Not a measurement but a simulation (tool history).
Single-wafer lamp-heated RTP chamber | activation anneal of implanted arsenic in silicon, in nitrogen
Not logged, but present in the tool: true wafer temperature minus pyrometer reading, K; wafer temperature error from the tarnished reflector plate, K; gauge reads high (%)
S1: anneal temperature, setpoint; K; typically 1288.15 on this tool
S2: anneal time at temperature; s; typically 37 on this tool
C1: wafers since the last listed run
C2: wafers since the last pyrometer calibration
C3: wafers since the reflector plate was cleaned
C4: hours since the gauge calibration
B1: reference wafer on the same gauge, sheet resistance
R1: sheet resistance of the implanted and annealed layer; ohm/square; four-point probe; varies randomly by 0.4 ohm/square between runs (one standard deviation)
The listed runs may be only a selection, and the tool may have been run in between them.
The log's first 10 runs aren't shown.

{"run": 11, "hour": 416.5, "S1": 1288.15, "S2": 37, "C1": 803, "C2": 6548, "C3": 945, "C4": 385.5, "B1": 109.98, "R1": 133.31}
{"hour": 432.9, "done": "pyrometer window cleaned and pyrometer calibrated"}
{"run": 12, "hour": 440.8, "S1": 1310.15, "S2": 37, "C1": 301, "C2": 146, "C3": 1247, "C4": 409.8, "B1": 109.98, "R1": 124.07}
{"run": 13, "hour": 496.5, "S1": 1310.15, "S2": 37, "C1": 1031, "C2": 1178, "C3": 2278, "C4": 465.5, "B1": 110.01, "R1": 124.14}
{"run": 14, "hour": 567.9, "S1": 1288.15, "S2": 50, "C1": 1321, "C2": 2499, "C3": 3600, "C4": 536.9, "B1": 109.92, "R1": 128.6}
{"run": 15, "hour": 620.0, "S1": 1288.15, "S2": 50, "C1": 964, "C2": 3464, "C3": 4565, "C4": 589.0, "B1": 109.93, "R1": 127.97}
{"hour": 628.6, "done": "reflector plate cleaned"}
{"run": 16, "hour": 662.7, "S1": 1288.15, "S2": 37, "C1": 642, "C2": 4106, "C3": 631, "C4": 631.7, "B1": 110.03, "R1": 133.48}
{"run": 17, "hour": 720.3, "S1": 1288.15, "S2": 51, "C1": 1066, "C2": 5173, "C3": 1697, "C4": 689.3, "B1": 110.0, "R1": 127.15}
{"run": 18, "hour": 749.0, "S1": 1288.15, "S2": 20, "C1": 531, "C2": 5704, "C3": 2229, "C4": 718.0, "B1": 109.99, "R1": 150.79}
{"run": 19, "hour": 811.7, "S1": 1288.15, "S2": 37, "C1": 1160, "C2": 6865, "C3": 3389, "C4": 780.7, "B1": 110.02, "R1": 133.27}
{"hour": 838.3, "done": "pyrometer window cleaned and pyrometer calibrated"}
{"run": 20, "hour": 854.6, "S1": 1288.15, "S2": 37, "C1": 646, "C2": 302, "C3": 4035, "C4": 823.6, "B1": 110.01, "R1": 135.22}
{"hour": 873.9, "done": "reflector plate cleaned"}
{"run": 21, "hour": 925.3, "S1": 1271.15, "S2": 58, "C1": 1160, "C2": 1462, "C3": 952, "C4": 894.3, "B1": 110.07, "R1": 135.3}
{"hour": 975.1, "done": "gauge calibrated"}
{"run": 22, "hour": 983.5, "S1": 1288.15, "S2": 37, "C1": 1077, "C2": 2540, "C3": 2029, "C4": 8.4, "B1": 110.05, "R1": 134.3}
{"run": 23, "hour": 1053.7, "S1": 1266.15, "S2": 15, "C1": 1299, "C2": 3839, "C3": 3329, "C4": 78.6, "B1": 110.01, "R1": 183.04}
{"run": 24, "hour": 1096.1, "S1": 1261.15, "S2": 20, "C1": 784, "C2": 4624, "C3": 4114, "C4": 121.0, "B1": 110.01, "R1": 177.33}
{"run": 25, "hour": 1131.7, "S1": 1288.15, "S2": 18, "C1": 659, "C2": 5283, "C3": 4773, "C4": 156.6, "B1": 109.98, "R1": 153.48}
{"hour": 1156.2, "done": "reflector plate cleaned"}
{"run": 26, "hour": 1161.1, "S1": 1288.15, "S2": 37, "C1": 396, "C2": 5680, "C3": 90, "C4": 186.0, "B1": 110.0, "R1": 133.42}
{"run": 27, "hour": 1187.0, "S1": 1288.15, "S2": 48, "C1": 479, "C2": 6159, "C3": 570, "C4": 211.9, "B1": 109.9, "R1": 126.81}
{"run": 28, "hour": 1224.1, "S1": 1303.15, "S2": 56, "C1": 686, "C2": 6846, "C3": 1256, "C4": 249.0, "B1": 109.93, "R1": 119.3}
{"hour": 1274.6, "done": "pyrometer window cleaned and pyrometer calibrated"}
{"run": 29, "hour": 1275.1, "S1": 1308.15, "S2": 28, "C1": 796, "C2": 8, "C3": 2052, "C4": 300.0, "B1": 109.99, "R1": 131.42}
{"run": 30, "hour": 1302.3, "S1": 1288.15, "S2": 37, "C1": 503, "C2": 511, "C3": 2556, "C4": 327.2, "B1": 110.05, "R1": 134.6}
{"run": 31, "hour": 1360.3, "S1": 1296.15, "S2": 22, "C1": 1073, "C2": 1585, "C3": 3630, "C4": 385.2, "B1": 110.01, "R1": 142.61}

5 options for the next run, each taken on its own from the tool as it stands now. Forecast them:
{"run": "A", "hour": 1360.7, "S1": 1288.15, "S2": 37, "C1": 7, "C2": 1593, "C3": 3637, "C4": 385.6, "B1": "?", "R1": "?"}
{"run": "B", "hour": 1360.7, "S1": 1277.15, "S2": 45, "C1": 7, "C2": 1593, "C3": 3637, "C4": 385.6, "B1": "?", "R1": "?"}
{"run": "C", "hour": 1360.7, "S1": 1273.15, "S2": 25, "C1": 7, "C2": 1593, "C3": 3637, "C4": 385.6, "B1": "?", "R1": "?"}
{"run": "D", "hour": 1360.7, "S1": 1258.15, "S2": 28, "C1": 7, "C2": 1593, "C3": 3637, "C4": 385.6, "B1": "?", "R1": "?"}
{"run": "E", "hour": 1360.7, "S1": 1260.15, "S2": 28, "C1": 7, "C2": 1593, "C3": 3637, "C4": 385.6, "B1": "?", "R1": "?"}

run=A B1=110.00 R1=134.44
run=B B1=110.00 R1=137.22
run=C B1=110.00 R1=158.37
run=D B1=110.00 R1=169.63
run=E B1=110.00 R1=167.55
Without the tool's hidden state the same runs would have given:
run=A R1=135.33
run=B R1=138.23
run=C R1=159.68
run=D R1=171.05
run=E R1=168.95

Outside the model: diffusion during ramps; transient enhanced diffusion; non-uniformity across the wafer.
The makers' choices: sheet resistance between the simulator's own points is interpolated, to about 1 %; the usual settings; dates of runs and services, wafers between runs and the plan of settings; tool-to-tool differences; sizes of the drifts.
